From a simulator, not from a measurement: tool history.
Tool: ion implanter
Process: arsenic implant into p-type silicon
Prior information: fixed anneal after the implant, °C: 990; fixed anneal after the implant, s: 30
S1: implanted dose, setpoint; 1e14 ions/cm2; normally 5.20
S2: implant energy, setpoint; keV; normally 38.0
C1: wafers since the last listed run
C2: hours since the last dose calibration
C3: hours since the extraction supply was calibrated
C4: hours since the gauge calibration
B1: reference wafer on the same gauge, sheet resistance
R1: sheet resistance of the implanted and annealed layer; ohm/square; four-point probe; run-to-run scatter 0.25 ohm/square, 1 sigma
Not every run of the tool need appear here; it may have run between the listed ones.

run 1 hour=0.0 | S1=5.20 S2=38.0 | C1=0 C2=197.8 C3=5472.7 C4=1759.0 | B1=176.03 | R1=168.27
run 2 hour=48.4 | S1=5.20 S2=38.0 | C1=796 C2=246.2 C3=5521.1 C4=1807.4 | B1=175.98 | R1=167.49
run 3 hour=123.3 | S1=5.20 S2=38.0 | C1=1232 C2=321.1 C3=5596.0 C4=1882.3 | B1=175.97 | R1=167.46
run 4 hour=219.2 | S1=5.20 S2=38.0 | C1=1577 C2=417.0 C3=5691.9 C4=1978.2 | B1=176.02 | R1=167.63
run 5 hour=294.1 | S1=4.28 S2=30.0 | C1=1232 C2=491.9 C3=5766.8 C4=2053.1 | B1=175.98 | R1=201.25
run 6 hour=330.5 | S1=4.28 S2=30.0 | C1=598 C2=528.3 C3=5803.2 C4=2089.5 | B1=176.03 | R1=200.89
run 7 hour=400.5 | S1=4.28 S2=30.0 | C1=1151 C2=598.3 C3=5873.2 C4=2159.5 | B1=176.04 | R1=201.29
run 8 hour=449.6 | S1=5.20 S2=38.0 | C1=807 C2=647.4 C3=5922.3 C4=2208.6 | B1=175.96 | R1=166.96
run 9 hour=507.3 | S1=5.20 S2=38.0 | C1=949 C2=705.1 C3=5980.0 C4=2266.3 | B1=175.94 | R1=167.34
run 10 hour=579.8 | S1=5.20 S2=43.0 | C1=1192 C2=777.6 C3=6052.5 C4=2338.8 | B1=175.95 | R1=164.23
run 11 hour=895.1 | S1=5.20 S2=43.0 | C1=5187 C2=1092.9 C3=6367.8 C4=2654.1 | B1=175.98 | R1=163.63
-- hour=1064.5 Faraday cup replaced and dose calibrated
run 12 hour=1123.3 | S1=5.20 S2=43.0 | C1=3623 C2=58.8 C3=6596.0 C4=2882.3 | B1=175.99 | R1=164.88
run 13 hour=1218.9 | S1=5.20 S2=38.0 | C1=1572 C2=154.4 C3=6691.6 C4=2977.9 | B1=176.03 | R1=167.98
run 14 hour=1312.5 | S1=5.20 S2=38.0 | C1=1540 C2=248.0 C3=6785.2 C4=3071.5 | B1=175.97 | R1=167.55
run 15 hour=1399.7 | S1=5.20 S2=38.0 | C1=1434 C2=335.2 C3=6872.4 C4=3158.7 | B1=176.03 | R1=167.83
run 16 hour=1597.7 | S1=4.31 S2=38.0 | C1=3257 C2=533.2 C3=7070.4 C4=3356.7 | B1=176.04 | R1=193.00
-- hour=1683.2 extraction supply calibrated
run 17 hour=1696.5 | S1=4.31 S2=38.0 | C1=1493 C2=632.0 C3=13.3 C4=3455.5 | B1=176.05 | R1=192.81
run 18 hour=1745.2 | S1=5.20 S2=38.0 | C1=801 C2=680.7 C3=62.0 C4=3504.2 | B1=175.95 | R1=166.85
run 19 hour=1783.1 | S1=6.37 S2=33.5 | C1=623 C2=718.6 C3=99.9 C4=3542.1 | B1=176.01 | R1=146.23
run 20 hour=1905.7 | S1=6.17 S2=38.0 | C1=2017 C2=841.2 C3=222.5 C4=3664.7 | B1=176.05 | R1=146.16
run 21 hour=1980.0 | S1=5.77 S2=38.0 | C1=1222 C2=915.5 C3=296.8 C4=3739.0 | B1=176.00 | R1=154.32
run 22 hour=2034.5 | S1=5.20 S2=38.0 | C1=896 C2=970.0 C3=351.3 C4=3793.5 | B1=176.00 | R1=166.61
run 23 hour=2088.4 | S1=5.20 S2=38.0 | C1=886 C2=1023.9 C3=405.2 C4=3847.4 | B1=176.02 | R1=166.68
run 24 hour=2389.8 | S1=3.98 S2=32.0 | C1=4959 C2=1325.3 C3=706.6 C4=4148.8 | B1=175.99 | R1=209.17
run 25 hour=2431.3 | S1=5.20 S2=38.0 | C1=682 C2=1366.8 C3=748.1 C4=4190.3 | B1=175.96 | R1=166.26
run 26 hour=2473.1 | S1=5.93 S2=38.0 | C1=687 C2=1408.6 C3=789.9 C4=4232.1 | B1=175.98 | R1=149.81
-- hour=2515.2 gauge calibrated
run 27 hour=2566.8 | S1=5.65 S2=27.0 | C1=1541 C2=1502.3 C3=883.6 C4=51.6 | B1=175.99 | R1=164.90
-- hour=2706.1 Faraday cup replaced and dose calibrated
run 28 hour=2795.7 | S1=6.00 S2=28.0 | C1=3634 C2=89.6 C3=1112.5 C4=280.5 | B1=175.98 | R1=158.45
run 29 hour=2844.4 | S1=4.22 S2=25.5 | C1=801 C2=138.3 C3=1161.2 C4=329.2 | B1=175.98 | R1=209.48
run 30 hour=2904.4 | S1=5.80 S2=30.5 | C1=987 C2=198.3 C3=1221.2 C4=389.2 | B1=175.96 | R1=160.27
run 31 hour=2984.9 | S1=5.20 S2=43.0 | C1=1324 C2=278.8 C3=1301.7 C4=469.7 | B1=176.02 | R1=164.66
run 32 hour=3058.1 | S1=5.20 S2=38.0 | C1=1204 C2=352.0 C3=1374.9 C4=542.9 | B1=176.02 | R1=167.70
run 33 hour=3107.0 | S1=6.01 S2=34.5 | C1=804 C2=400.9 C3=1423.8 C4=591.8 | B1=175.97 | R1=152.48
run 34 hour=3196.1 | S1=5.79 S2=38.0 | C1=1466 C2=490.0 C3=1512.9 C4=680.9 | B1=175.98 | R1=154.31
run 35 hour=3245.3 | S1=5.20 S2=28.5 | C1=809 C2=539.2 C3=1562.1 C4=730.1 | B1=176.01 | R1=174.84
run 36 hour=3338.6 | S1=5.20 S2=45.5 | C1=1535 C2=632.5 C3=1655.4 C4=823.4 | B1=176.04 | R1=162.75
run 37 hour=3376.0 | S1=6.23 S2=41.5 | C1=615 C2=669.9 C3=1692.8 C4=860.8 | B1=175.97 | R1=143.76
run 38 hour=3450.4 | S1=6.54 S2=38.0 | C1=1224 C2=744.3 C3=1767.2 C4=935.2 | B1=175.98 | R1=139.92

Forecast each of these 3 alternatives for the next run:
run A hour=3450.8 | S1=5.20 S2=49.0 | C1=6 C2=744.7 C3=1767.6 C4=935.6 | B1=? | R1=?
run B hour=3450.8 | S1=5.20 S2=42.0 | C1=6 C2=744.7 C3=1767.6 C4=935.6 | B1=? | R1=?
run C hour=3450.8 | S1=4.28 S2=48.5 | C1=6 C2=744.7 C3=1767.6 C4=935.6 | B1=? | R1=?

run=A B1=175.99 R1=160.80
run=B B1=175.99 R1=164.38
run=C B1=175.99 R1=187.04
The same runs, with their run-to-run variation unchanged, on a tool lacking any hidden condition would have given:
run=A R1=161.62
run=B R1=165.22
run=C R1=187.99
